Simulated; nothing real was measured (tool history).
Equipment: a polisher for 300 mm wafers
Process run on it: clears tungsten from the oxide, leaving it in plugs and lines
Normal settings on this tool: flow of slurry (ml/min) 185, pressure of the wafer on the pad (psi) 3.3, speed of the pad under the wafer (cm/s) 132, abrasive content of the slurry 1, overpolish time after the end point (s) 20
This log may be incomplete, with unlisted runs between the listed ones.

| run | hour | flow of slurry (ml/min) | pressure of the wafer on the pad (psi) | speed of the pad under the wafer (cm/s) | abrasive content of the slurry | overpolish time after the end point (s) | incoming thickness of the incoming film, nm | time until the end point was called (s) |
|---|---|---|---|---|---|---|---|---|
| 1 | 0 | 225 | 3.3 | 132 | 1 | 20 | 544.9 | 94.3 |
|  | 73.6 | slurry blender recalibrated |
| 2 | 127.1 | 185 | 3.3 | 132 | 1 | 20 | 541.8 | 100.7 |
|  | 166.7 | slurry tank refilled with fresh slurry and peroxide |
|  | 167.4 | worn pad replaced by a new one |
| 3 | 167.9 | 185 | 3.3 | 132 | 1 | 20 | 530.5 | 97.5 |
| 4 | 195.3 | 185 | 3.3 | 132 | 1 | 10 | 535.5 | 102 |
|  | 202.5 | slurry nozzle cleaned |
| 5 | 246.6 | 185 | 3.3 | 132 | 1 | 10 | 532.6 | 96.9 |
| 6 | 312.8 | 185 | 3.3 | 132 | 1 | 10 | 544.3 | 101.3 |
| 7 | 367.4 | 135 | 3.3 | 132 | 1 | 20 | 540.5 | 109.7 |
|  | 396.8 | worn pad replaced by a new one |
| 8 | 397.3 | 135 | 3.3 | 132 | 1 | 20 | 536.2 | 109.4 |
|  | 401 | slurry tank refilled with fresh slurry and peroxide |
|  | 402.6 | head pressure recalibrated |
|  | 424.9 | slurry nozzle cleaned |
|  | 449.8 | slurry blender recalibrated |
| 9 | 454.2 | 135 | 3.3 | 132 | 1 | 20 | 539.5 | 97.7 |
| 10 | 495.6 | 185 | 3.3 | 132 | 1 | 20 | 537.9 | 98.4 |
| 11 | 561.8 | 135 | 3.6 | 132 | 1.25 | 11 | 537.9 | 91.7 |
|  | 584.1 | slurry tank refilled with fresh slurry and peroxide |
|  | 602.7 | worn pad replaced by a new one |
| 12 | 611.7 | 225 | 3.3 | 132 | 1 | 20 | 547.1 | 99.7 |
|  | 653.9 | slurry nozzle cleaned |
| 13 | 668.8 | 185 | 3.3 | 132 | 1 | 20 | 543 | 96.2 |
| 14 | 730.4 | 185 | 3.3 | 94 | 1 | 20 | 552.3 | 131.7 |
| 15 | 760.5 | 135 | 3.3 | 108 | 1 | 20 | 535.9 | 122.5 |
|  | 775.7 | slurry tank refilled with fresh slurry and peroxide |
| 16 | 789.2 | 185 | 4.1 | 132 | 1.1 | 20 | 544 | 89 |
|  | 796.8 | slurry blender recalibrated |
|  | 819.8 | worn pad replaced by a new one |
| 17 | 848.8 | 230 | 2.5 | 172 | 1 | 15 | 540.9 | 101.3 |
|  | 893.5 | head pressure recalibrated |
|  | 898.1 | slurry nozzle cleaned |
| 18 | 903.5 | 185 | 2.9 | 132 | 1 | 20 | 545.5 | 103.2 |
| 19 | 937.2 | 160 | 3.3 | 176 | 1.1 | 20 | 540.3 | 75.5 |
|  | 981.7 | slurry tank refilled with fresh slurry and peroxide |
| 20 | 987.4 | 160 | 3.3 | 176 | 1.1 | 20 | 533.5 | 74.6 |
| 21 | 1041.3 | 185 | 3.3 | 132 | 1 | 20 | 547.7 | 98.9 |

Here are 5 independent what-if runs from the current tool condition. What would each one return?
| A | 1041.8 | 185 | 3.3 | 132 | 1 | 17 | 539.4 | ? |
| B | 1041.8 | 185 | 3.9 | 150 | 1 | 24 | 539.4 | ? |
| C | 1041.8 | 150 | 2.7 | 132 | 1 | 20 | 539.4 | ? |
| D | 1041.8 | 185 | 3.7 | 166 | 0.9 | 20 | 539.4 | ? |
| E | 1041.8 | 185 | 3.8 | 132 | 1.2 | 20 | 539.4 | ? |

| run | time until the end point was called (s) |
|---|---|
| A | 96.3 |
| B | 77.2 |
| C | 113 |
| D | 75.4 |
| E | 84 |
Take away the tool's hidden state, keep each run's random variation, and the runs would have read:
| run | time until the end point was called (s) |
|---|---|
| A | 91.7 |
| B | 73.5 |
| C | 107.1 |
| D | 71.8 |
| E | 80 |
